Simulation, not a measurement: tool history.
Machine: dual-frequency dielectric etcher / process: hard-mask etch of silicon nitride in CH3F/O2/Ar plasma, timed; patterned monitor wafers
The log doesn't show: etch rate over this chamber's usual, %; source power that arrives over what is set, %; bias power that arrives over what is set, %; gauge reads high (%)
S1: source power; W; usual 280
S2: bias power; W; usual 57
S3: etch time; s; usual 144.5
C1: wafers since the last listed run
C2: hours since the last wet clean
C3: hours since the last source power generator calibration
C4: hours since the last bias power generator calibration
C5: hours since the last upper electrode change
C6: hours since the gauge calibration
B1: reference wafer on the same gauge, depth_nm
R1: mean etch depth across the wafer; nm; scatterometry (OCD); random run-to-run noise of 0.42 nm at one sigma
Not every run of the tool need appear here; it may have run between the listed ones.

run   hour   S1  S2     S3   C1     C2      C3      C4      C5      C6    B1     R1
  1    0.0  280  57  144.5    0   33.9  1364.5  1895.6  1658.2   970.3  63.2   73.8
  2   31.5  240  57  144.5  194   65.4  1396.0  1927.1  1689.7  1001.8  63.0   69.9
      51.4  -- bias power generator calibrated
  3   62.7  240  57  144.5  168   96.6  1427.2    11.3  1720.9  1033.0  63.2   68.8
  4   78.3  280  57  144.5   96  112.2  1442.8    26.9  1736.5  1048.6  63.3   73.8
      79.0  -- gauge calibrated
  5   90.4  280  57  144.5   74  124.3  1454.9    39.0  1748.6    11.4  63.2   75.0
  6  115.3  320  47  144.5  153  149.2  1479.8    63.9  1773.5    36.3  63.2   74.5
  7  151.0  320  47  144.5  220  184.9  1515.5    99.6  1809.2    72.0  63.2   74.9
  8  165.1  280  57  144.5   87  199.0  1529.6   113.7  1823.3    86.1  63.2   74.3
  9  200.9  280  57  144.5  221  234.8  1565.4   149.5  1859.1   121.9  63.3   74.5
 10  222.1  280  57  144.5  131  256.0  1586.6   170.7  1880.3   143.1  63.3   73.7
 11  254.3  280  57  144.5  199  288.2  1618.8   202.9  1912.5   175.3  63.2   73.9
 12  289.1  310  57  144.5  215  323.0  1653.6   237.7  1947.3   210.1  63.1   77.4
 13  301.6  340  57  108.0   77  335.5  1666.1   250.2  1959.8   222.6  63.2   59.3
 14  314.1  280  57  144.5   77  348.0  1678.6   262.7  1972.3   235.1  63.1   73.8
 15  336.9  280  57  144.5  140  370.8  1701.4   285.5  1995.1   257.9  63.2   74.3
 16  359.6  330  63  176.5  140  393.5  1724.1   308.2  2017.8   280.6  63.1   99.0
 17  394.8  240  46  121.0  217  428.7  1759.3   343.4  2053.0   315.8  63.3   54.9
     463.5  -- source power generator calibrated
     471.2  -- wet clean of the chamber
 18  492.5  280  57  144.5  531   21.3    29.0   441.1  2150.7   413.5  63.2   74.2
 19  534.8  280  57  144.5  261   63.6    71.3   483.4  2193.0   455.8  63.1   74.6
 20  556.1  340  44  144.5  131   84.9    92.6   504.7  2214.3   477.1  63.2   75.0
     592.3  -- upper electrode replaced
 21  592.8  240  50  131.0   78  121.6   129.3   541.4     0.5   513.8  63.2   60.8
 22  604.0  230  70  187.0   69  132.8   140.5   552.6    11.7   525.0  63.2   93.2
 23  617.6  320  66  144.5   84  146.4   154.1   566.2    25.3   538.6  63.2   80.8
 24  652.4  230  57  144.5  215  181.2   188.9   601.0    60.1   573.4  63.3   68.5
 25  673.9  340  65  184.0  132  202.7   210.4   622.5    81.6   594.9  63.1  106.4
 26  703.5  230  53  117.0  182  232.3   240.0   652.1   111.2   624.5  63.2   54.7
 27  772.9  280  57  144.5  428  301.7   309.4   721.5   180.6   693.9  63.2   74.3
 28  806.8  280  46  144.5  209  335.6   343.3   755.4   214.5   727.8  63.3   70.3
 29  842.3  280  57  144.5  219  371.1   378.8   790.9   250.0   763.3  63.2   74.5
 30  866.4  280  62  144.5  148  395.2   402.9   815.0   274.1   787.4  63.3   75.7
 31  892.2  280  71  120.5  159  421.0   428.7   840.8   299.9   813.2  63.2   65.7

Run-by-run hidden state of the tool:
etch rate over this chamber's usual, %: 0 at every run
source power that arrives over what is set, %: 0 at every run
bias power that arrives over what is set, %: 0 at every run
gauge reads high (%): 0 at every run
